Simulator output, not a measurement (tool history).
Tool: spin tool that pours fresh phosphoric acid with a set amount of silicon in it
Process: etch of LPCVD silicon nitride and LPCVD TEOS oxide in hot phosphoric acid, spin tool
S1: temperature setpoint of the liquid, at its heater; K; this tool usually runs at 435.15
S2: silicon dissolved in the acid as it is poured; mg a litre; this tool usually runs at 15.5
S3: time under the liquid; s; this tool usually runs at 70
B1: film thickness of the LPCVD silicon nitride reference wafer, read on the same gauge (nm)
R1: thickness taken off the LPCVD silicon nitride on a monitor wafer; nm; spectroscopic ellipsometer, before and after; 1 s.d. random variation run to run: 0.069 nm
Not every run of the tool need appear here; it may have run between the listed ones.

{"run": 1, "hour": 0.0, "S1": 435.15, "S2": 12, "S3": 70, "B1": 140, "R1": 6.81}
{"run": 2, "hour": 64.4, "S1": 435.15, "S2": 15.5, "S3": 50, "B1": 139.99, "R1": 4.83}
{"run": 3, "hour": 144.9, "S1": 435.15, "S2": 21, "S3": 70, "B1": 139.96, "R1": 6.6}
{"run": 4, "hour": 242.2, "S1": 435.15, "S2": 21, "S3": 70, "B1": 140.03, "R1": 6.62}
{"run": 5, "hour": 343.5, "S1": 435.15, "S2": 21, "S3": 70, "B1": 140, "R1": 6.71}
{"run": 6, "hour": 428.5, "S1": 435.15, "S2": 15.5, "S3": 70, "B1": 140.01, "R1": 6.54}
{"run": 7, "hour": 516.5, "S1": 435.15, "S2": 15.5, "S3": 70, "B1": 139.96, "R1": 6.44}
{"hour": 605.1, "done": "thermometer replaced"}
{"run": 8, "hour": 619.6, "S1": 435.15, "S2": 15.5, "S3": 70, "B1": 140.04, "R1": 6.37}
{"hour": 638.7, "done": "dissolved silicon flow meter replaced"}
{"run": 9, "hour": 717.6, "S1": 435.15, "S2": 15.5, "S3": 45, "B1": 139.97, "R1": 4.08}
{"run": 10, "hour": 900.0, "S1": 435.15, "S2": 22, "S3": 70, "B1": 140.01, "R1": 6.21}
{"hour": 956.4, "done": "heated supply line repaired"}
{"run": 11, "hour": 965.0, "S1": 432.15, "S2": 4.5, "S3": 95, "B1": 140.01, "R1": 8.28}
{"hour": 968.2, "done": "gauge calibrated"}
{"run": 12, "hour": 1054.9, "S1": 435.15, "S2": 15.5, "S3": 55, "B1": 139.99, "R1": 5.38}
{"run": 13, "hour": 1103.4, "S1": 435.15, "S2": 21.5, "S3": 70, "B1": 140.05, "R1": 6.96}
{"run": 14, "hour": 1150.4, "S1": 435.15, "S2": 15.5, "S3": 70, "B1": 140, "R1": 6.72}
{"run": 15, "hour": 1198.4, "S1": 436.65, "S2": 5.5, "S3": 70, "B1": 140.02, "R1": 7.17}
{"run": 16, "hour": 1264.8, "S1": 435.15, "S2": 15.5, "S3": 70, "B1": 139.95, "R1": 6.69}
{"hour": 1355.7, "done": "dissolved silicon flow meter replaced"}
{"run": 17, "hour": 1358.7, "S1": 435.15, "S2": 15.5, "S3": 70, "B1": 140.02, "R1": 6.75}
{"run": 18, "hour": 1460.7, "S1": 434.15, "S2": 20.5, "S3": 70, "B1": 140.02, "R1": 6.33}
{"run": 19, "hour": 1524.2, "S1": 435.15, "S2": 23, "S3": 70, "B1": 140.03, "R1": 6.7}
{"run": 20, "hour": 1570.7, "S1": 435.15, "S2": 15.5, "S3": 70, "B1": 140.04, "R1": 6.57}
{"run": 21, "hour": 1660.6, "S1": 435.15, "S2": 12.5, "S3": 55, "B1": 139.99, "R1": 5.23}
{"run": 22, "hour": 1720.4, "S1": 436.15, "S2": 12.5, "S3": 100, "B1": 140, "R1": 9.6}

For each run, what was the tool's unlogged condition?
liquid colder than its thermometer reads (K): 0 across all the runs
dissolved silicon flow below the setpoint (%): 0 across all the runs
gauge reads high (%): 0 across all the runs
H1: temperature lost on the way to the wafer (K)
run=1 H1=0.611
run=2 H1=0.764
run=3 H1=0.956
run=4 H1=1.19
run=5 H1=1.43
run=6 H1=1.63
run=7 H1=1.84
run=8 H1=2.09
run=9 H1=2.32
run=10 H1=2.75
run=11 H1=0.0497
run=12 H1=0.264
run=13 H1=0.379
run=14 H1=0.491
run=15 H1=0.605
run=16 H1=0.764
run=17 H1=0.987
run=18 H1=1.23
run=19 H1=1.38
run=20 H1=1.49
run=21 H1=1.71
run=22 H1=1.85

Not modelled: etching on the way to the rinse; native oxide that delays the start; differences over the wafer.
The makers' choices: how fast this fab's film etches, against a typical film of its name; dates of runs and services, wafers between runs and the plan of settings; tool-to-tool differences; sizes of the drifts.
